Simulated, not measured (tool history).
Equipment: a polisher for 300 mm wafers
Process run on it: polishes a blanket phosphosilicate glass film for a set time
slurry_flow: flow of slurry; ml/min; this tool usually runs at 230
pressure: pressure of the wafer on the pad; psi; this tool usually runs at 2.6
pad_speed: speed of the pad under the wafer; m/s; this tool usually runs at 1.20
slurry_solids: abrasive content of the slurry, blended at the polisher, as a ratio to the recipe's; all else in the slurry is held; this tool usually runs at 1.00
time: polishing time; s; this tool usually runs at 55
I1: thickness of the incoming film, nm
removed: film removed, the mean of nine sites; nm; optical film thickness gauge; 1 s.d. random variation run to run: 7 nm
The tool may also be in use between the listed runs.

{"run": 1, "day": 0.0, "slurry_flow": 230, "pressure": 2.6, "pad_speed": 1.2, "slurry_solids": 1.0, "time": 55, "I1": 2163.7, "removed": 517.0}
{"run": 2, "day": 4.283, "slurry_flow": 275, "pressure": 2.6, "pad_speed": 1.2, "slurry_solids": 1.0, "time": 55, "I1": 2166.3, "removed": 536.6}
{"run": 3, "day": 8.679, "slurry_flow": 275, "pressure": 2.6, "pad_speed": 1.2, "slurry_solids": 1.0, "time": 55, "I1": 2147.7, "removed": 522.3}
{"day": 9.221, "done": "worn pad replaced by a new one"}
{"run": 4, "day": 12.638, "slurry_flow": 230, "pressure": 2.6, "pad_speed": 0.9, "slurry_solids": 1.0, "time": 55, "I1": 2143.8, "removed": 410.8}
{"run": 5, "day": 16.633, "slurry_flow": 230, "pressure": 2.2, "pad_speed": 1.2, "slurry_solids": 1.0, "time": 55, "I1": 2133.2, "removed": 455.3}
{"day": 17.875, "done": "conditioning disc replaced and pad reconditioned"}
{"run": 6, "day": 21.096, "slurry_flow": 155, "pressure": 2.6, "pad_speed": 1.2, "slurry_solids": 1.0, "time": 46, "I1": 2150.5, "removed": 423.0}
{"day": 21.617, "done": "slurry blender recalibrated"}
{"run": 7, "day": 23.267, "slurry_flow": 230, "pressure": 2.6, "pad_speed": 1.32, "slurry_solids": 1.0, "time": 45, "I1": 2122.2, "removed": 462.0}
{"day": 24.138, "done": "slurry nozzle cleaned"}
{"run": 8, "day": 25.15, "slurry_flow": 230, "pressure": 2.6, "pad_speed": 1.2, "slurry_solids": 1.0, "time": 55, "I1": 2131.8, "removed": 526.5}
{"day": 26.817, "done": "head pressure recalibrated"}
{"run": 9, "day": 27.721, "slurry_flow": 270, "pressure": 2.1, "pad_speed": 0.94, "slurry_solids": 1.15, "time": 55, "I1": 2138.9, "removed": 395.7}
{"run": 10, "day": 30.467, "slurry_flow": 290, "pressure": 2.3, "pad_speed": 1.2, "slurry_solids": 1.0, "time": 55, "I1": 2185.4, "removed": 480.6}
{"day": 31.592, "done": "worn pad replaced by a new one"}
{"run": 11, "day": 34.175, "slurry_flow": 230, "pressure": 2.6, "pad_speed": 1.2, "slurry_solids": 1.0, "time": 55, "I1": 2151.3, "removed": 535.9}
{"run": 12, "day": 35.692, "slurry_flow": 230, "pressure": 2.6, "pad_speed": 1.2, "slurry_solids": 1.0, "time": 55, "I1": 2117.1, "removed": 506.2}
{"run": 13, "day": 37.238, "slurry_flow": 230, "pressure": 2.6, "pad_speed": 1.2, "slurry_solids": 1.0, "time": 55, "I1": 2140.8, "removed": 522.2}
{"day": 40.183, "done": "conditioning disc replaced and pad reconditioned"}
{"run": 14, "day": 40.542, "slurry_flow": 230, "pressure": 2.1, "pad_speed": 0.9, "slurry_solids": 1.3, "time": 67, "I1": 2198.8, "removed": 494.0}
{"run": 15, "day": 42.683, "slurry_flow": 230, "pressure": 2.1, "pad_speed": 1.44, "slurry_solids": 1.0, "time": 66, "I1": 2132.5, "removed": 588.4}
{"day": 43.546, "done": "slurry blender recalibrated"}
{"run": 16, "day": 46.329, "slurry_flow": 230, "pressure": 2.6, "pad_speed": 1.34, "slurry_solids": 1.15, "time": 55, "I1": 2163.7, "removed": 622.1}
{"run": 17, "day": 49.45, "slurry_flow": 230, "pressure": 2.6, "pad_speed": 1.2, "slurry_solids": 1.0, "time": 37, "I1": 2170.2, "removed": 342.5}
{"run": 18, "day": 53.567, "slurry_flow": 230, "pressure": 2.9, "pad_speed": 1.36, "slurry_solids": 1.0, "time": 55, "I1": 2155.6, "removed": 632.5}
{"run": 19, "day": 57.358, "slurry_flow": 230, "pressure": 2.6, "pad_speed": 1.2, "slurry_solids": 1.3, "time": 55, "I1": 2105.0, "removed": 602.9}
{"day": 59.133, "done": "worn pad replaced by a new one"}
{"run": 20, "day": 59.258, "slurry_flow": 230, "pressure": 2.6, "pad_speed": 1.2, "slurry_solids": 0.8, "time": 55, "I1": 2147.6, "removed": 439.1}
{"day": 59.475, "done": "slurry nozzle cleaned"}
{"day": 66.65, "done": "conditioning disc replaced and pad reconditioned"}
{"run": 21, "day": 67.783, "slurry_flow": 230, "pressure": 2.6, "pad_speed": 1.2, "slurry_solids": 1.0, "time": 55, "I1": 2147.0, "removed": 532.2}
{"day": 71.112, "done": "slurry blender recalibrated"}
{"run": 22, "day": 71.95, "slurry_flow": 230, "pressure": 2.6, "pad_speed": 1.2, "slurry_solids": 1.0, "time": 55, "I1": 2125.3, "removed": 525.3}
{"run": 23, "day": 74.233, "slurry_flow": 230, "pressure": 2.6, "pad_speed": 1.2, "slurry_solids": 1.25, "time": 55, "I1": 2161.5, "removed": 583.7}
{"run": 24, "day": 75.983, "slurry_flow": 230, "pressure": 2.6, "pad_speed": 1.2, "slurry_solids": 1.0, "time": 45, "I1": 2130.4, "removed": 425.4}
{"run": 25, "day": 77.667, "slurry_flow": 210, "pressure": 2.0, "pad_speed": 0.86, "slurry_solids": 1.0, "time": 55, "I1": 2138.9, "removed": 309.9}
{"day": 80.362, "done": "head pressure recalibrated"}
{"day": 81.408, "done": "worn pad replaced by a new one"}
{"run": 26, "day": 81.892, "slurry_flow": 230, "pressure": 2.6, "pad_speed": 1.2, "slurry_solids": 1.0, "time": 55, "I1": 2133.2, "removed": 520.4}

State the hidden condition of the tool at each of the runs:
removal rate lost through wear of the pad, %: 0 in every run
slurry flow missing at the pad, %: 0 in every run
deviation of the head's pressure from its setpoint, %: 0 in every run
abrasive missing from the slurry, %: 0 in every run
time polished since the conditioner stopped cutting, s: 0 in every run
